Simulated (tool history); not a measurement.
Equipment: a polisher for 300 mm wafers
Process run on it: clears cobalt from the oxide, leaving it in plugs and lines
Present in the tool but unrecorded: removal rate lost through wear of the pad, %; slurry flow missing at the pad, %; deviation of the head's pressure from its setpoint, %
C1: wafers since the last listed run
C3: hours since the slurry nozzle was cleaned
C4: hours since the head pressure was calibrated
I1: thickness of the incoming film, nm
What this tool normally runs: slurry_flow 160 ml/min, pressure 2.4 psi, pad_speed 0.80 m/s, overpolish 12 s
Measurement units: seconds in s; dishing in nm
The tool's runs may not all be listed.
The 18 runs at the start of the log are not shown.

At hour 1383.4: slurry nozzle cleaned.
Run 19, hour 1473.1: usual settings but slurry_flow 135 ml/min, pressure 3.1 psi, pad_speed 0.66 m/s; C1 1232; wafers polished on this pad 7833; C3 89.7; C4 549.9; I1 298.1. Result: seconds 56.8 s, dishing 18.2 nm.
At hour 1555.9: worn pad replaced by a new one.
Run 20, hour 1566.9: usual settings; C1 1155; wafers polished on this pad 140; C3 183.5; C4 643.7; I1 296.7. Result: seconds 58.6 s, dishing 18.5 nm.
Run 21, hour 1648.0: usual settings but overpolish 9 s; C1 1043; wafers polished on this pad 1184; C3 264.6; C4 724.8; I1 300.8. Result: seconds 60.2 s, dishing 17.8 nm.
At hour 1709.9: head pressure recalibrated.
Run 22, hour 1730.8: usual settings but overpolish 9 s; C1 1039; wafers polished on this pad 2224; C3 347.4; C4 20.9; I1 300.4. Result: seconds 66.5 s, dishing 17.4 nm.
Run 23, hour 1801.2: usual settings but pad_speed 0.70 m/s, overpolish 9 s; C1 905; wafers polished on this pad 3130; C3 417.8; C4 91.3; I1 299.2. Result: seconds 72.8 s, dishing 16.7 nm.
Run 24, hour 1840.3: usual settings but slurry_flow 215 ml/min; C1 503; wafers polished on this pad 3633; C3 456.9; C4 130.4; I1 299.8. Result: seconds 60.6 s, dishing 18.5 nm.
Run 25, hour 1937.3: usual settings; C1 1248; wafers polished on this pad 4881; C3 553.9; C4 227.4; I1 300.3. Result: seconds 61.5 s, dishing 18.3 nm.
Run 26, hour 1993.0: usual settings but pad_speed 1.00 m/s; C1 716; wafers polished on this pad 5598; C3 609.6; C4 283.1; I1 299.4. Result: seconds 48.9 s, dishing 19.1 nm.
At hour 2087.9: slurry nozzle cleaned.
Run 27, hour 2091.0: usual settings but pressure 3.1 psi; C1 1248; wafers polished on this pad 6846; C3 3.1; C4 381.1; I1 301.4. Result: seconds 46.9 s, dishing 18.8 nm.
Run 28, hour 2186.1: usual settings but slurry_flow 210 ml/min, overpolish 10 s; C1 1223; wafers polished on this pad 8070; C3 98.2; C4 476.2; I1 296.4. Result: seconds 57.3 s, dishing 18.0 nm.
At hour 2254.2: worn pad replaced by a new one.
Run 29, hour 2280.6: usual settings but slurry_flow 210 ml/min, pressure 2.7 psi, pad_speed 1.02 m/s, overpolish 7 s; C1 1164; wafers polished on this pad 339; C3 192.7; C4 570.7; I1 304.5. Result: seconds 40.3 s, dishing 18.0 nm.
Run 30, hour 2325.6: usual settings but pressure 2.7 psi, pad_speed 0.62 m/s; C1 579; wafers polished on this pad 918; C3 237.7; C4 615.7; I1 300.2. Result: seconds 69.4 s, dishing 18.1 nm.
Run 31, hour 2433.5: usual settings; C1 1388; wafers polished on this pad 2307; C3 345.6; C4 723.6; I1 296.8. Result: seconds 59.1 s, dishing 18.4 nm.
At hour 2441.9: head pressure recalibrated.
Run 32, hour 2516.0: usual settings but slurry_flow 115 ml/min, pressure 2.0 psi, pad_speed 0.72 m/s, overpolish 8 s; C1 1035; wafers polished on this pad 3343; C3 428.1; C4 74.1; I1 297.3. Result: seconds 94.0 s, dishing 14.6 nm.
Run 33, hour 2569.7: usual settings; C1 691; wafers polished on this pad 4034; C3 481.8; C4 127.8; I1 302.8. Result: seconds 65.1 s, dishing 18.8 nm.

Here are 5 independent what-if runs from the current tool condition. What would each one return?
Run A, hour 2570.1: usual settings; C1 5; wafers polished on this pad 4039; C3 482.2; C4 128.2; I1 301.0. Result: seconds ?, dishing ?.
Run B, hour 2570.1: usual settings but slurry_flow 130 ml/min; C1 5; wafers polished on this pad 4039; C3 482.2; C4 128.2; I1 301.0. Result: seconds ?, dishing ?.
Run C, hour 2570.1: usual settings but pressure 1.8 psi, pad_speed 1.02 m/s, overpolish 19 s; C1 5; wafers polished on this pad 4039; C3 482.2; C4 128.2; I1 301.0. Result: seconds ?, dishing ?.
Run D, hour 2570.1: usual settings but pad_speed 0.98 m/s; C1 5; wafers polished on this pad 4039; C3 482.2; C4 128.2; I1 301.0. Result: seconds ?, dishing ?.
Run E, hour 2570.1: usual settings but pressure 1.7 psi; C1 5; wafers polished on this pad 4039; C3 482.2; C4 128.2; I1 301.0. Result: seconds ?, dishing ?.

run  seconds  dishing
  A     63.8     18.6
  B     66.5     18.5
  C     66.7     19.3
  D     52.1     19.0
  E     90.0     17.4
The same runs, with their run-to-run variation unchanged, on a tool lacking any hidden condition would have given:
run  seconds  dishing
  A     66.7     18.5
  B     69.5     18.4
  C     69.7     19.3
  D     54.4     18.9
  E     94.1     17.2
